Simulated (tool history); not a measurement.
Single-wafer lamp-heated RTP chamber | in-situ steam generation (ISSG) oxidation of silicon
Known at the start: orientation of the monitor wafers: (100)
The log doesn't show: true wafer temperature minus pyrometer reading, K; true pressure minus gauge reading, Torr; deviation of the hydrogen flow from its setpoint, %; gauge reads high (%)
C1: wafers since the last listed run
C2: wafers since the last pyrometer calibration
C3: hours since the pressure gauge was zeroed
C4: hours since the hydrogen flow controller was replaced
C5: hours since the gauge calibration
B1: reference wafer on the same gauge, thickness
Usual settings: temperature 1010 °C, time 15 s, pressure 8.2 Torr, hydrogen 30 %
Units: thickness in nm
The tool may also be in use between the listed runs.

Run 1, hour 0: usual settings; C1 0; C2 2713; C3 3643.5; C4 5191.6; C5 275.3; B1 4.96. Result: thickness 5.973 nm.
At hour 52.8: pyrometer window cleaned and pyrometer calibrated.
Run 2, hour 53.3: usual settings; C1 573; C2 6; C3 3696.8; C4 5244.9; C5 328.6; B1 4.961. Result: thickness 5.921 nm.
Run 3, hour 79.2: usual settings but temperature 1023 °C; C1 327; C2 334; C3 3722.7; C4 5270.8; C5 354.5; B1 4.959. Result: thickness 6.271 nm.
Run 4, hour 130: usual settings but temperature 1023 °C; C1 643; C2 977; C3 3773.5; C4 5321.6; C5 405.3; B1 4.958. Result: thickness 6.267 nm.
Run 5, hour 159.7: usual settings; C1 376; C2 1353; C3 3803.2; C4 5351.3; C5 435; B1 4.961. Result: thickness 5.939 nm.
Run 6, hour 191.3: usual settings; C1 400; C2 1753; C3 3834.8; C4 5382.9; C5 466.6; B1 4.963. Result: thickness 5.959 nm.
Run 7, hour 226.8: usual settings but time 10 s; C1 449; C2 2203; C3 3870.3; C4 5418.4; C5 502.1; B1 4.958. Result: thickness 5.011 nm.
Run 8, hour 288.9: usual settings; C1 786; C2 2989; C3 3932.4; C4 5480.5; C5 564.2; B1 4.96. Result: thickness 5.988 nm.
At hour 322.2: pyrometer window cleaned and pyrometer calibrated.
At hour 387.9: gauge calibrated.
Run 9, hour 422.2: usual settings; C1 1586; C2 1266; C3 4065.7; C4 5613.8; C5 34.3; B1 4.958. Result: thickness 5.932 nm.
Run 10, hour 465.6: usual settings; C1 549; C2 1816; C3 4109.1; C4 5657.2; C5 77.7; B1 4.96. Result: thickness 5.942 nm.
Run 11, hour 508.4: usual settings; C1 541; C2 2358; C3 4151.9; C4 5700; C5 120.5; B1 4.958. Result: thickness 5.974 nm.
At hour 573.6: pressure gauge zeroed.
Run 12, hour 574.1: usual settings but temperature 1022 °C, pressure 7.1 Torr, hydrogen 21 %; C1 730; C2 3088; C3 0.5; C4 5765.7; C5 186.2; B1 4.961. Result: thickness 5.74 nm.
Run 13, hour 620.9: usual settings but temperature 1023 °C, pressure 8.9 Torr; C1 592; C2 3681; C3 47.3; C4 5812.5; C5 233; B1 4.962. Result: thickness 6.306 nm.
At hour 635.9: pyrometer window cleaned and pyrometer calibrated.
Run 14, hour 661.8: usual settings; C1 416; C2 328; C3 88.2; C4 5853.4; C5 273.9; B1 4.961. Result: thickness 5.936 nm.
Run 15, hour 710.9: usual settings but temperature 997 °C, pressure 8.8 Torr, hydrogen 32 %; C1 621; C2 950; C3 137.3; C4 5902.5; C5 323; B1 4.959. Result: thickness 5.693 nm.
Run 16, hour 745: usual settings but pressure 7.7 Torr; C1 431; C2 1381; C3 171.4; C4 5936.6; C5 357.1; B1 4.961. Result: thickness 5.951 nm.
At hour 762.8: hydrogen flow controller replaced.
Run 17, hour 818.3: usual settings; C1 826; C2 2208; C3 244.7; C4 55.5; C5 430.4; B1 4.961. Result: thickness 5.979 nm.

Run 18 comes next. What will it give?
Run 18, hour 880.5: usual settings; C1 787; C2 2996; C3 306.9; C4 117.7; C5 492.6; B1 ?. Result: thickness ?.

{"run 18": {"B1": 4.961, "thickness": 6.011}}
Without the tool's hidden state the same run would have given thickness 5.927 nm.
